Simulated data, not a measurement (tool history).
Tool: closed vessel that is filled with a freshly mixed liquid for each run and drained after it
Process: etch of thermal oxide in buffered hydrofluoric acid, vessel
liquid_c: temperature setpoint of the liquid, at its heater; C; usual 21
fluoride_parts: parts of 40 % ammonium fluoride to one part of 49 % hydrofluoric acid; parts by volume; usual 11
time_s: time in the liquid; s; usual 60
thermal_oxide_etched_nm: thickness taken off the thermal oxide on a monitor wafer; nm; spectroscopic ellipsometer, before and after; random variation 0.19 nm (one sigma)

run,hour,liquid_c,fluoride_parts,time_s,wafers since the last listed run,hours since the thermometer was replaced,hours since the hydrofluoric acid flow meter was replaced,hours since the gauge calibration,"read-back film thickness of the thermal oxide reference wafer, read on the same gauge (nm)",thermal_oxide_etched_nm
1,0,21,11,60,0,141.7,46.3,484.5,100.02,49.96
2,38.7,21,11,60,5362,180.4,85,523.2,100.01,50.38
3,104.2,17.5,11,60,9075,245.9,150.5,588.7,99.97,41.43
4,329.6,21,9.5,60,31231,471.3,375.9,814.1,100.01,57.07
# hour 357.7: thermometer replaced
5,382.1,21,9.5,60,7135,24.4,428.4,866.6,99.96,57.17
6,482.6,21,9.5,60,13925,124.9,528.9,967.1,99.97,56.95
7,538.1,22,11,60,7690,180.4,584.4,1022.6,99.96,53.14
8,595.1,22,11,60,7897,237.4,641.4,1079.6,100,53.21
9,645.9,19,11,60,7038,288.2,692.2,1130.4,100,44.89
# hour 685.3: gauge calibrated
# hour 720.7: hydrofluoric acid flow meter replaced
10,728.1,21,11,60,11251,370.4,7.4,42.8,99.99,50.23
11,789.4,21,12,80,8493,431.7,68.7,104.1,100,61.82
# hour 825.8: thermometer replaced
12,844.5,21,8,35,7496,18.7,123.8,159.2,99.94,39.07
13,927.3,21,13,60,11472,101.5,206.6,242,99.99,42.8
14,1032.5,24,12.5,80,14576,206.7,311.8,347.2,100,69.95
15,1070.2,25,13,45,5223,244.4,349.5,384.9,100,40.06
16,1130,21,11,60,8285,304.2,409.3,444.7,99.95,50.34
17,1294.2,21,8,60,22751,468.4,573.5,608.9,99.99,67.16

Forecast each of these 4 alternatives for the next run:
A,1294.9,17,11,60,96,469.1,574.2,609.6,?,?
B,1294.9,25,13,50,96,469.1,574.2,609.6,?,?
C,1294.9,24.5,15,75,96,469.1,574.2,609.6,?,?
D,1294.9,21,9,60,96,469.1,574.2,609.6,?,?

run,"read-back film thickness of the thermal oxide reference wafer, read on the same gauge (nm)",thermal_oxide_etched_nm
A,100.03,40.21
B,100.03,44.42
C,100.03,56.35
D,100.03,59.07
Without the tool's hidden state the same runs would have given:
run,thermal_oxide_etched_nm
A,40.21
B,44.42
C,56.35
D,59.07

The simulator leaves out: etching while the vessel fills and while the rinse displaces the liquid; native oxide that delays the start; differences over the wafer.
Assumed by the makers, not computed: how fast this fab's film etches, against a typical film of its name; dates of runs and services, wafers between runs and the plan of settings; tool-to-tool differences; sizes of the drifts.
